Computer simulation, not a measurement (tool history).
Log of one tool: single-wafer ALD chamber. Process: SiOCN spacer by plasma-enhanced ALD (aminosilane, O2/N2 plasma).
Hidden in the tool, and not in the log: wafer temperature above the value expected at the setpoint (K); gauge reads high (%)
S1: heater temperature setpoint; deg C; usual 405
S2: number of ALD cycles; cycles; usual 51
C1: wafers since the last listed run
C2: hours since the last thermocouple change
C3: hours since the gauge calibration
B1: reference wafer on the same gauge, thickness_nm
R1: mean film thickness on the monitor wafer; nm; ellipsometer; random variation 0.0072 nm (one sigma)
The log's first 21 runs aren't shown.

Run 22, hour 248.2: usual settings but S2 48 cycles; C1 63; C2 1296; C3 68.6; B1 2.63. Result: R1 2.728 nm.
Run 23, hour 254.6: usual settings but S2 59 cycles; C1 40; C2 1302.4; C3 75; B1 2.63. Result: R1 3.349 nm.
Run 24, hour 272.3: usual settings but S1 395 deg C, S2 60 cycles; C1 110; C2 1320.1; C3 92.7; B1 2.633. Result: R1 3.469 nm.
Run 25, hour 279.6: usual settings; C1 45; C2 1327.4; C3 100; B1 2.634. Result: R1 2.898 nm.
Run 26, hour 294.2: usual settings; C1 91; C2 1342; C3 114.6; B1 2.635. Result: R1 2.902 nm.
Run 27, hour 311.1: usual settings but S1 418 deg C, S2 61 cycles; C1 105; C2 1358.9; C3 131.5; B1 2.634. Result: R1 3.32 nm.
At hour 330.9: thermocouple changed; heater temperature recalibrated.
Run 28, hour 331.4: usual settings but S1 392 deg C, S2 47 cycles; C1 76; C2 0.5; C3 151.8; B1 2.636. Result: R1 2.712 nm.
Run 29, hour 334.7: usual settings but S1 415 deg C, S2 41 cycles; C1 20; C2 3.8; C3 155.1; B1 2.635. Result: R1 2.252 nm.
Run 30, hour 346.9: usual settings; C1 76; C2 16; C3 167.3; B1 2.637. Result: R1 2.893 nm.
Run 31, hour 399.9: usual settings but S1 392 deg C; C1 331; C2 69; C3 220.3; B1 2.644. Result: R1 2.952 nm.
Run 32, hour 423.6: usual settings but S1 411 deg C, S2 58 cycles; C1 148; C2 92.7; C3 244; B1 2.646. Result: R1 3.237 nm.
Run 33, hour 441.5: usual settings but S1 396 deg C, S2 55 cycles; C1 111; C2 110.6; C3 261.9; B1 2.651. Result: R1 3.189 nm.
Run 34, hour 456.3: usual settings but S1 417 deg C; C1 92; C2 125.4; C3 276.7; B1 2.648. Result: R1 2.805 nm.
Run 35, hour 466.4: usual settings but S1 401 deg C, S2 59 cycles; C1 63; C2 135.5; C3 286.8; B1 2.653. Result: R1 3.42 nm.

4 ways to go on from here, each from the tool as it stands after run 35. What would each give?
Run A, hour 466.9: usual settings; C1 3; C2 136; C3 287.3; B1 ?. Result: R1 ?.
Run B, hour 466.9: usual settings but S1 413 deg C, S2 54 cycles; C1 3; C2 136; C3 287.3; B1 ?. Result: R1 ?.
Run C, hour 466.9: usual settings but S1 397 deg C, S2 54 cycles; C1 3; C2 136; C3 287.3; B1 ?. Result: R1 ?.
Run D, hour 466.9: usual settings but S2 43 cycles; C1 3; C2 136; C3 287.3; B1 ?. Result: R1 ?.

run    B1     R1
  A  2.65  2.922
  B  2.65  3.014
  C  2.65   3.14
  D  2.65  2.463
Without the tool's hidden state the same runs would have given:
run     R1
  A  2.897
  B  2.988
  C  3.114
  D  2.442
